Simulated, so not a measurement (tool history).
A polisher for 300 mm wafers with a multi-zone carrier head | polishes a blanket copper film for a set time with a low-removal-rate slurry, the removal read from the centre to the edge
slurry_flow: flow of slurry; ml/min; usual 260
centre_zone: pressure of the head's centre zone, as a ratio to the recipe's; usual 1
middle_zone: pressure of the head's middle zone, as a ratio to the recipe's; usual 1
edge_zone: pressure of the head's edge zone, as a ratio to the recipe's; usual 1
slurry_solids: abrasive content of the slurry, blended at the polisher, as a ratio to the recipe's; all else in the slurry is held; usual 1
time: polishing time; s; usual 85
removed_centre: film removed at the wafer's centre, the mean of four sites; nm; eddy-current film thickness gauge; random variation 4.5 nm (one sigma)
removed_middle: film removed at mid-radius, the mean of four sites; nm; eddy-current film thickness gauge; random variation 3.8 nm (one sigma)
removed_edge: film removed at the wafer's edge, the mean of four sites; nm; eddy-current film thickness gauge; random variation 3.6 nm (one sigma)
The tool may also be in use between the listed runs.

run,hour,slurry_flow,centre_zone,middle_zone,edge_zone,slurry_solids,time,wafers since the last listed run,wafers polished on this pad,hours since the slurry nozzle was cleaned,hours since the centre zone pressure was calibrated,hours since the edge zone pressure was calibrated,hours since the carrier head's membrane was replaced,"incoming thickness of the incoming film, nm",removed_centre,removed_middle,removed_edge
1,0,260,1,1,1,1,85,0,853,171.5,484.2,725.1,621.8,1061.1,289.7,305.7,297.8
2,8.5,235,1,1,1,1,85,55,909,180,492.7,733.6,630.3,1068.9,289.1,288.9,292.3
3,15.2,235,1,1,1,1,85,43,953,186.7,499.4,740.3,637,1062.9,279.1,299.2,297.1
4,25.7,235,1,1,1,1,85,68,1022,197.2,509.9,750.8,647.5,1062.9,285.2,295.2,294.8
5,36.4,260,1,1,1.09,1,85,70,1092,207.9,520.6,761.5,658.2,1054.4,283.6,293.2,303.9
# hour 47.4: slurry nozzle cleaned
6,47.9,260,1,1,1.09,1,85,68,1161,0.5,532.1,773,669.7,1045.8,309.6,317.8,317.3
7,63.2,260,1,1,1.09,1,85,100,1261,15.8,547.4,788.3,685,1051.9,303.9,312.6,321.1
8,72.5,260,1,1,1,1.2,85,61,1322,25.1,556.7,797.6,694.3,1053.4,308.9,322.6,315.7
9,79.9,260,1,0.92,1,1,85,48,1371,32.5,564.1,805,701.7,1073.5,299.4,287.7,303.1
# hour 84.2: edge zone pressure recalibrated
10,85.9,260,1,0.92,1,1,85,26,1397,38.5,570.1,1.7,707.7,1074.9,298,278.7,300
11,100.3,260,1,1,1,1,85,94,1492,52.9,584.5,16.1,722.1,1061.8,298.5,300.5,298.4
12,110.9,260,1,1,1,1.25,85,69,1561,63.5,595.1,26.7,732.7,1066.3,308.1,319.3,308.7
# hour 119.4: worn pad replaced by a new one
# hour 128.1: carrier head's membrane replaced by a new one
13,128.6,260,1,1,1,1,85,57,27,81.2,612.8,44.4,0.5,1061.1,310.8,325.5,310.8
14,138.3,260,1,1,1,0.9,85,63,91,90.9,622.5,54.1,10.2,1051.4,303,307.3,305.1
# hour 151.1: centre zone pressure recalibrated
15,153.1,340,1.06,1,1.04,1,85,83,175,105.7,2,68.9,25,1060.3,337.9,325.1,316.2
16,191.2,260,1,1,1,1,85,250,425,143.8,40.1,107,63.1,1048.3,293.6,304.8,301.8
17,206.1,260,0.89,1.07,1,1,69,97,523,158.7,55,121.9,78,1077.9,221.1,262.1,245.5
18,223.4,260,1,1,1.1,1,75,113,636,176,72.3,139.2,95.3,1070.5,258.9,260.6,280.4
# hour 228: slurry nozzle cleaned
19,238,260,1,1.06,1,0.85,85,89,725,10,86.9,153.8,109.9,1058.6,294.9,318.3,292.9
20,253.8,260,1,0.96,1,1,85,103,829,25.8,102.7,169.6,125.7,1077.2,308.9,307.8,309.7
21,268.6,260,1,0.93,1,1,85,97,926,40.6,117.5,184.4,140.5,1054.1,307.5,294.9,314.2
22,279.8,260,1,1.1,1,1,102,73,1000,51.8,128.7,195.6,151.7,1073,360.3,404.9,372.2
23,291.6,260,1,1,1,1,85,77,1077,63.6,140.5,207.4,163.5,1049.8,300.6,305.9,308.5

Forecast each of these 3 alternatives for the next run:
A,292.1,260,1,1,1,1,108,3,1081,64.1,141,207.9,164,1038.3,?,?,?
B,292.1,260,1,0.96,0.91,1.3,85,3,1081,64.1,141,207.9,164,1038.3,?,?,?
C,292.1,260,1,1,1,1,104,3,1081,64.1,141,207.9,164,1038.3,?,?,?

run,removed_centre,removed_middle,removed_edge
A,380.3,390.2,389.6
B,318.3,315.8,312.2
C,366.2,375.8,375.2
Without the tool's hidden state the same runs would have given:
run,removed_centre,removed_middle,removed_edge
A,410.5,420.4,417.8
B,343.6,340.2,334.8
C,395.3,404.8,402.4

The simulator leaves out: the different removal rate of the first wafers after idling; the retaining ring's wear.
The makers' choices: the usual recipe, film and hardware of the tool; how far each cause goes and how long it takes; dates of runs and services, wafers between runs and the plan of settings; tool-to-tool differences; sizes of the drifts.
